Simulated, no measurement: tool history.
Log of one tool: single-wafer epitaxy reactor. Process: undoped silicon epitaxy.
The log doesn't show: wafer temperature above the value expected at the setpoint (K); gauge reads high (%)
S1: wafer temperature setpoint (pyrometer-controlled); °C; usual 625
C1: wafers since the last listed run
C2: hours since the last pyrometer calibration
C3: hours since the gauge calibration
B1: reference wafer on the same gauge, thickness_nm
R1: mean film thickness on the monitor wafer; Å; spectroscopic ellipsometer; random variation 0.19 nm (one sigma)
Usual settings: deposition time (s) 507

run 1 hour=0 | S1=625 deposition_time_(s)=507 | C1=0 C2=1890.9 C3=542.4 | B1=44.197 | R1=459.41
run 2 hour=79.6 | S1=625 deposition_time_(s)=507 | C1=271 C2=1970.5 C3=622 | B1=44.165 | R1=454.05
run 3 hour=170.7 | S1=625 deposition_time_(s)=507 | C1=311 C2=2061.6 C3=713.1 | B1=44.122 | R1=452.63
run 4 hour=259.4 | S1=625 deposition_time_(s)=572 | C1=302 C2=2150.3 C3=801.8 | B1=44.188 | R1=507
run 5 hour=332.7 | S1=625 deposition_time_(s)=572 | C1=250 C2=2223.6 C3=875.1 | B1=44.239 | R1=507.04
run 6 hour=407.5 | S1=625 deposition_time_(s)=572 | C1=255 C2=2298.4 C3=949.9 | B1=44.284 | R1=505.39
-- hour=442.5 pyrometer calibrated
run 7 hour=449.7 | S1=632 deposition_time_(s)=451 | C1=116 C2=7.2 C3=992.1 | B1=44.196 | R1=482.75
run 8 hour=501.8 | S1=632 deposition_time_(s)=451 | C1=177 C2=59.3 C3=1044.2 | B1=44.218 | R1=481.32
run 9 hour=554.5 | S1=625 deposition_time_(s)=576 | C1=179 C2=112 C3=1096.9 | B1=44.203 | R1=536.36
run 10 hour=618.5 | S1=625 deposition_time_(s)=576 | C1=218 C2=176 C3=1160.9 | B1=44.187 | R1=533.08
run 11 hour=675.8 | S1=625 deposition_time_(s)=507 | C1=195 C2=233.3 C3=1218.2 | B1=44.317 | R1=469.54
-- hour=825.4 gauge calibrated
run 12 hour=908.5 | S1=629 deposition_time_(s)=464 | C1=794 C2=466 C3=83.1 | B1=44.199 | R1=465.64
run 13 hour=951.4 | S1=632 deposition_time_(s)=465 | C1=146 C2=508.9 C3=126 | B1=44.224 | R1=494.63
run 14 hour=1045.5 | S1=617 deposition_time_(s)=462 | C1=321 C2=603 C3=220.1 | B1=44.266 | R1=364.26
run 15 hour=1089.3 | S1=632 deposition_time_(s)=465 | C1=149 C2=646.8 C3=263.9 | B1=44.251 | R1=496.4
run 16 hour=1186 | S1=634 deposition_time_(s)=445 | C1=330 C2=743.5 C3=360.6 | B1=44.211 | R1=492.08
run 17 hour=1262.4 | S1=618 deposition_time_(s)=441 | C1=260 C2=819.9 C3=437 | B1=44.14 | R1=354.33
run 18 hour=1319.9 | S1=632 deposition_time_(s)=507 | C1=196 C2=877.4 C3=494.5 | B1=44.21 | R1=537.33
run 19 hour=1370.3 | S1=611 deposition_time_(s)=435 | C1=172 C2=927.8 C3=544.9 | B1=44.258 | R1=298.61
run 20 hour=1455.6 | S1=637 deposition_time_(s)=472 | C1=291 C2=1013.1 C3=630.2 | B1=44.21 | R1=553.61

3 ways to go on from here, each from the tool as it stands after run 20. What would each give?
run A hour=1456.1 | S1=625 deposition_time_(s)=471 | C1=1 C2=1013.6 C3=630.7 | B1=? | R1=?
run B hour=1456.1 | S1=636 deposition_time_(s)=555 | C1=1 C2=1013.6 C3=630.7 | B1=? | R1=?
run C hour=1456.1 | S1=619 deposition_time_(s)=560 | C1=1 C2=1013.6 C3=630.7 | B1=? | R1=?

run=A B1=44.209 R1=433.25
run=B B1=44.209 R1=636.9
run=C B1=44.209 R1=455.65
Without the tool's hidden state the same runs would have given:
run=A R1=448.71
run=B R1=659.14
run=C R1=472.11
